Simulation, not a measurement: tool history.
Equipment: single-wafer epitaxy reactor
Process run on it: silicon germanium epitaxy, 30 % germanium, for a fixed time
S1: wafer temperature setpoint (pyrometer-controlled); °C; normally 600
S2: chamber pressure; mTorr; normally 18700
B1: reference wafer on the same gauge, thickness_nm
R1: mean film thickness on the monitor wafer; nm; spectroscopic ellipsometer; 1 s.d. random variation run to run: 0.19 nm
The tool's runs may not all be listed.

run   hour   S1     S2      B1      R1
  1    0.0  600  20200  76.760  68.168
  2   34.4  600  19700  76.827  67.057
  3  112.2  611  19900  76.956  80.108
  4  144.9  611  19900  76.966  80.791
  5  175.2  611  19900  77.059  79.974
  6  212.1  596  17500  77.082  59.391
  7  232.3  596  17500  77.132  59.661
  8  261.8  600  18700  77.054  65.927
  9  281.4  600  18700  77.134  65.542
 10  317.1  600  21900  77.081  70.800
 11  351.0  600  21900  77.106  70.987
 12  439.8  600  18700  75.569  64.636
 13  468.8  609  18700  75.762  74.541
 14  482.8  600  18700  75.839  64.375
 15  499.4  587  18700  75.971  52.382
 16  517.6  600  22900  76.029  71.509
 17  541.0  588  20800  76.183  56.091
 18  566.3  611  19900  76.248  79.457
 19  589.9  604  20100  76.446  71.866
 20  623.4  588  15200  76.497  48.170
 21  639.3  588  15400  76.539  48.509
 22  659.9  605  23000  76.599  77.845
 23  693.7  600  21800  76.709  70.092

Between the runs listed above, the log contained 4 entries, not reproduced here. Where in the sequence does each belong, and how does what the log doesn't record of the tool's condition differ from the listed run before to the listed run after?
From run 5 to run 6: capacitance manometer re-zeroed and calibrated (hour 211.6)
  gauge reads high (%): 2.56 -> 2.6
  measured minus no-state result, R1: +1.992 -> +1.504 nm
From run 6 to run 7: showerhead replaced (hour 227.2)
  gauge reads high (%): 2.6 -> 2.62
  measured minus no-state result, R1: +1.504 -> +1.522 nm
From run 11 to run 12: gauge calibrated (hour 394.7)
  gauge reads high (%): 2.71 -> 0.61
  measured minus no-state result, R1: +1.870 -> +0.392 nm
From run 16 to run 17: pyrometer calibrated (hour 540.5)
  gauge reads high (%): 1.27 -> 1.43
  measured minus no-state result, R1: +0.899 -> +0.790 nm
